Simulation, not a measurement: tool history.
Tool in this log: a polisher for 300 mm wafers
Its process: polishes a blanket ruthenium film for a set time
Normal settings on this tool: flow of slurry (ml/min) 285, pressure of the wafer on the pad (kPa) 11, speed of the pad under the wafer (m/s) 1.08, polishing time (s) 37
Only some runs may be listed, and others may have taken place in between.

run   hour  flow of slurry (ml/min)  pressure of the wafer on the pad (kPa)  speed of the pad under the wafer (m/s)  polishing time (s)  incoming thickness of the incoming film, nm  film removed (nm)
  1      0                      285                                      11                                    1.08                  37                                        343.4               32.8
  2   13.8                      285                                    12.4                                    1.08                  37                                        342.5                 36
  3     20                      315                                      11                                    0.94                  37                                        338.7               28.9
  4   31.7                      315                                      11                                    0.94                  37                                        342.4               28.9
  5   48.6                      315                                      11                                    0.94                  37                                          342               28.4
  6   64.6                      285                                      11                                    1.08                  37                                        346.5               32.2
  7   81.5                      285                                      11                                    0.88                  37                                        341.2               26.6
      83.8  -- head pressure recalibrated
  8   88.1                      285                                      11                                    0.88                  37                                        343.8               26.7
     111.1  -- slurry nozzle cleaned
  9    130                      285                                      11                                    0.88                  37                                        340.1               25.3
 10  138.3                      345                                      11                                    0.92                  37                                          339               27.3
 11  145.9                      345                                      11                                    0.92                  37                                        336.3               27.1
 12  153.7                      345                                      11                                    0.92                  37                                        341.8               26.7
     169.2  -- worn pad replaced by a new one
 13  171.7                      285                                      11                                    1.08                  37                                        340.3               29.2
 14  179.3                      285                                      11                                    1.08                  37                                        342.8               28.9
 15  192.4                      285                                    13.8                                    1.08                  37                                        337.1               35.1
 16  210.1                      285                                      11                                    1.08                  37                                        338.6               28.9
 17  219.1                      240                                      11                                    0.98                  37                                        344.9               26.3
 18  226.8                      250                                    15.2                                    0.84                  24                                        341.5               18.8
 19    237                      220                                      11                                    1.08                  37                                        338.8               28.2
 20  250.5                      370                                    14.5                                    1.34                  48                                        340.6               59.3
 21  263.7                      285                                       9                                    1.08                  37                                        338.6               24.1
     281.8  -- worn pad replaced by a new one, repeated, since the last time left the tool worse
 22  282.3                      285                                      11                                    0.94                  41                                        341.8               31.9
 23  290.1                      285                                     6.9                                    1.08                  42                                        345.9               26.8
 24  299.2                      285                                      11                                    1.08                  37                                        333.9               33.7
 25  311.5                      285                                     7.6                                    1.08                  37                                        337.1               25.6
 26    320                      210                                    13.1                                    1.08                  37                                          342               38.1
 27  329.3                      285                                    13.8                                    0.94                  49                                          337               46.1
 28  341.3                      285                                     6.9                                    1.32                  37                                        343.3               28.9
 29  354.4                      285                                      11                                    1.08                  37                                        337.8               33.5
 30  363.5                      230                                     6.9                                    1.08                  28                                        344.1                 17
 31  372.9                      285                                      11                                    1.08                  37                                        340.3               33.2
 32  389.1                      285                                    12.4                                    1.34                  49                                        343.5                 59
 33  403.9                      325                                      11                                    1.44                  42                                        339.8               50.4
 34  410.3                      365                                       9                                    0.72                  37                                        343.6               18.7
 35  460.9                      285                                      11                                    1.08                  37                                        338.4               31.4
 36  471.5                      285                                      11                                    1.08                  37                                        338.1               31.8
     481.7  -- slurry nozzle cleaned
     494.2  -- head pressure recalibrated
     498.2  -- worn pad replaced by a new one
 37  518.2                      315                                      11                                    0.94                  37                                        346.2               29.7
 38  536.2                      375                                    15.2                                     0.9                  37                                        335.9               36.2

3 options for the next run, each taken on its own from the tool as it stands now. Forecast them:
  A  536.6                      285                                      11                                    1.08                  37                                        337.3                  ?
  B  536.6                      285                                      11                                    1.08                  27                                        337.3                  ?
  C  536.6                      285                                      11                                    1.28                  37                                        337.3                  ?

run  film removed (nm)
  A                 33
  B               24.1
  C               39.2
The same runs, with their run-to-run variation unchanged, on a tool lacking any hidden condition would have given:
run  film removed (nm)
  A               33.7
  B               24.6
  C               39.9

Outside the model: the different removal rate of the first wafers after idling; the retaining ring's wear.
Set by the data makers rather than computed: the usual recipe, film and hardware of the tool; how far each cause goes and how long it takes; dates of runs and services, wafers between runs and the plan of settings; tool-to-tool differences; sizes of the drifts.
